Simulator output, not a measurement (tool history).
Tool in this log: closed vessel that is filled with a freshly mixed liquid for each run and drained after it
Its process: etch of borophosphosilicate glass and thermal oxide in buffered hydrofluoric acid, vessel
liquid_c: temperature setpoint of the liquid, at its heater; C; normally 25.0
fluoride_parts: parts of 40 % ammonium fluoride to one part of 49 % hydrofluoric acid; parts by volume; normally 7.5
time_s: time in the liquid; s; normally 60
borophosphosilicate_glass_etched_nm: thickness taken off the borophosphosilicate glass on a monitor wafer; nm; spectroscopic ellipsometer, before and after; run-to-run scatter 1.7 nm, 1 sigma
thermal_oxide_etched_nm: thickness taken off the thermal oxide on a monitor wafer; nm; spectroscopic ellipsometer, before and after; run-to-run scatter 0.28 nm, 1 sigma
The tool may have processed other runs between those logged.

run     day  liquid_c  fluoride_parts  time_s  read-back film thickness of the borophosphosilicate glass reference wafer, read on the same gauge (nm)  read-back film thickness of the thermal oxide reference wafer, read on the same gauge (nm)  borophosphosilicate_glass_etched_nm  thermal_oxide_etched_nm
  1   0.000      25.0             7.5      60                                                                                                   80.00                                                                                      119.97                               179.36                    95.57
  2   0.612      25.0             7.5      60                                                                                                   80.02                                                                                      119.97                               182.79                    95.74
  3   1.312      25.0             7.5      60                                                                                                   80.01                                                                                      119.99                               180.81                    96.15
  4   2.496      25.0             7.5      60                                                                                                   80.01                                                                                      119.97                               179.93                    96.72
  5   3.950      25.0             7.5      60                                                                                                   79.98                                                                                      120.01                               180.90                    96.91
  6   5.288      25.0             7.5      60                                                                                                   79.97                                                                                      119.99                               182.01                    97.27
  7   6.758      25.0             7.5      60                                                                                                   80.00                                                                                      119.99                               181.95                    96.95
  8   7.258      25.0             9.5      35                                                                                                   80.01                                                                                      120.02                                83.30                    44.04
  9   8.238      25.0             7.5      60                                                                                                   79.99                                                                                      119.98                               183.63                    97.38
      8.558  -- thermometer replaced
 10   9.600      21.5             7.5      60                                                                                                   80.00                                                                                      119.97                               151.26                    81.41
 11  10.938      21.5             7.5      60                                                                                                   80.05                                                                                      120.01                               151.34                    81.21
 12  11.888      25.0             7.5      60                                                                                                   79.98                                                                                      120.05                               181.50                    99.30
 13  13.038      23.0             6.5      45                                                                                                   80.02                                                                                      120.00                               140.79                    75.32
     13.871  -- gauge calibrated
     14.771  -- hydrofluoric acid flow meter replaced
 14  15.446      28.0             5.5      85                                                                                                   80.03                                                                                      119.98                               377.34                   200.87
 15  16.425      21.5             5.0      30                                                                                                   79.99                                                                                      119.97                               102.35                    54.44
 16  17.450      21.5             7.5      60                                                                                                   80.01                                                                                      120.00                               144.07                    75.79
 17  20.400      27.5             5.0      35                                                                                                   80.02                                                                                      119.99                               166.26                    88.91
 18  23.021      25.0             6.0      30                                                                                                   79.99                                                                                      120.02                               109.27                    57.42
 19  24.204      22.5             7.5      30                                                                                                   79.99                                                                                      119.97                                77.56                    41.04
 20  27.425      25.0             7.5      60                                                                                                   79.99                                                                                      119.97                               180.93                    95.28
 21  29.575      25.0             7.5      60                                                                                                   80.03                                                                                      119.98                               177.74                    95.52
 22  30.504      25.0             8.5      75                                                                                                   80.03                                                                                      120.02                               194.46                   104.48
 23  31.188      23.5             7.5      60                                                                                                   79.99                                                                                      120.01                               164.30                    88.43
 24  31.871      25.0             7.5      60                                                                                                   79.97                                                                                      119.99                               181.01                    96.72
 25  32.483      25.0             7.5      60                                                                                                   80.01                                                                                      120.01                               179.68                    97.02
 26  33.129      25.0             5.5      60                                                                                                   79.96                                                                                      120.01                               235.13                   126.50

Each row is a separate what-if for the run after 26, all from the same tool condition, not one after another. Results?
  A  33.158      20.0             7.5      60                                                                                                       ?                                                                                           ?                                    ?                        ?
  B  33.158      21.5             6.0      40                                                                                                       ?                                                                                           ?                                    ?                        ?
  C  33.158      25.0             9.5      60                                                                                                       ?                                                                                           ?                                    ?                        ?

run  read-back film thickness of the borophosphosilicate glass reference wafer, read on the same gauge (nm)  read-back film thickness of the thermal oxide reference wafer, read on the same gauge (nm)  borophosphosilicate_glass_etched_nm  thermal_oxide_etched_nm
  A                                                                                                   79.99                                                                                      120.02                               140.01                    73.28
  B                                                                                                   79.99                                                                                      120.02                               123.42                    64.38
  C                                                                                                   79.99                                                                                      120.02                               141.79                    74.71
Stripped of hidden state, with their random variation kept, the same runs would have yielded:
run  borophosphosilicate_glass_etched_nm  thermal_oxide_etched_nm
  A                               130.04                    68.13
  B                               116.37                    60.80
  C                               134.99                    71.17
